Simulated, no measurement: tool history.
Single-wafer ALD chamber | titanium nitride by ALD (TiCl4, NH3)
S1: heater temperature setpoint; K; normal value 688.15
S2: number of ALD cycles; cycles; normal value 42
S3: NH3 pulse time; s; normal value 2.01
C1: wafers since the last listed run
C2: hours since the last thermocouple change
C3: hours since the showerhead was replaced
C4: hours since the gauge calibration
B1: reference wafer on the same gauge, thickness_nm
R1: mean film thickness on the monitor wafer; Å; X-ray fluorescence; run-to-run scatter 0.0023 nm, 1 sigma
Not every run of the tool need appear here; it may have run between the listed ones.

run,hour,S1,S2,S3,C1,C2,C3,C4,B1,R1
1,0,688.15,42,2.01,0,1636.5,4874.5,1873.3,1.105,9.26
2,41,688.15,42,2.01,247,1677.5,4915.5,1914.3,1.105,9.23
# hour 118.8: thermocouple changed; heater temperature recalibrated
3,126.6,688.15,42,2.01,467,7.8,5001.1,1999.9,1.105,9.27
4,229.7,688.15,42,2.01,621,110.9,5104.2,2103,1.105,9.26
5,309.3,688.15,42,2.01,479,190.5,5183.8,2182.6,1.105,9.27
6,405.7,688.15,42,2.01,580,286.9,5280.2,2279,1.104,9.3
7,492.8,688.15,42,2.01,524,374,5367.3,2366.1,1.105,9.29
8,595.2,688.15,42,2.01,617,476.4,5469.7,2468.5,1.106,9.23
9,632.7,688.15,42,2.01,225,513.9,5507.2,2506,1.105,9.3
10,691.7,688.15,42,2.01,355,572.9,5566.2,2565,1.105,9.23
11,775.4,688.15,42,2.01,504,656.6,5649.9,2648.7,1.105,9.29
12,843.8,688.15,42,2.01,412,725,5718.3,2717.1,1.105,9.26
13,939.1,688.15,42,2.01,574,820.3,5813.6,2812.4,1.105,9.27
14,993,688.15,42,2.01,324,874.2,5867.5,2866.3,1.105,9.28
15,1035.9,688.15,42,2.01,258,917.1,5910.4,2909.2,1.105,9.27
# hour 1051.4: gauge calibrated
# hour 1079.5: showerhead replaced
16,1121.1,688.15,42,2.01,465,1002.3,41.6,69.7,1.105,9.31
17,1191.4,688.15,35,1.62,423,1072.6,111.9,140,1.105,7.7
18,1264.2,693.15,39,2.01,438,1145.4,184.7,212.8,1.105,8.61
19,1311.9,688.15,42,2.01,287,1193.1,232.4,260.5,1.105,9.3
20,1446.4,688.15,42,2.01,810,1327.6,366.9,395,1.105,9.29
21,1508.5,700.15,49,1.23,374,1389.7,429,457.1,1.105,10.72
22,1598.9,688.15,42,2.01,544,1480.1,519.4,547.5,1.105,9.26
23,1704,703.15,44,2.01,633,1585.2,624.5,652.6,1.105,9.78
24,1777.2,688.15,42,2.01,441,1658.4,697.7,725.8,1.106,9.3
# hour 1832.3: thermocouple changed; heater temperature recalibrated
25,1867.6,688.15,45,2.75,496,35.3,788.1,816.2,1.105,9.97
26,1908.2,701.15,37,1.22,244,75.9,828.7,856.8,1.104,8.06
27,2003.1,688.15,42,2.01,571,170.8,923.6,951.7,1.105,9.26
28,2058.8,678.15,34,2.77,335,226.5,979.3,1007.4,1.105,7.6
29,2119.7,688.15,48,2.01,367,287.4,1040.2,1068.3,1.105,10.59
30,2170,700.15,48,2.24,303,337.7,1090.5,1118.6,1.105,10.69
31,2265.1,688.15,42,2.01,573,432.8,1185.6,1213.7,1.105,9.27
32,2351,677.15,42,2.01,517,518.7,1271.5,1299.6,1.105,9.22

5 options for the next run, each taken on its own from the tool as it stands now. Forecast them:
A,2351.5,688.15,42,2.01,3,519.2,1272,1300.1,?,?
B,2351.5,700.15,46,1.31,3,519.2,1272,1300.1,?,?
C,2351.5,688.15,35,2.77,3,519.2,1272,1300.1,?,?
D,2351.5,674.15,42,2.01,3,519.2,1272,1300.1,?,?
E,2351.5,676.15,38,1.21,3,519.2,1272,1300.1,?,?

run,B1,R1
A,1.105,9.24
B,1.105,10.03
C,1.105,7.77
D,1.105,9.2
E,1.105,8.16
Take away the tool's hidden state, keep each run's random variation, and the runs would have read:
run,R1
A,9.24
B,10.03
C,7.77
D,9.2
E,8.16

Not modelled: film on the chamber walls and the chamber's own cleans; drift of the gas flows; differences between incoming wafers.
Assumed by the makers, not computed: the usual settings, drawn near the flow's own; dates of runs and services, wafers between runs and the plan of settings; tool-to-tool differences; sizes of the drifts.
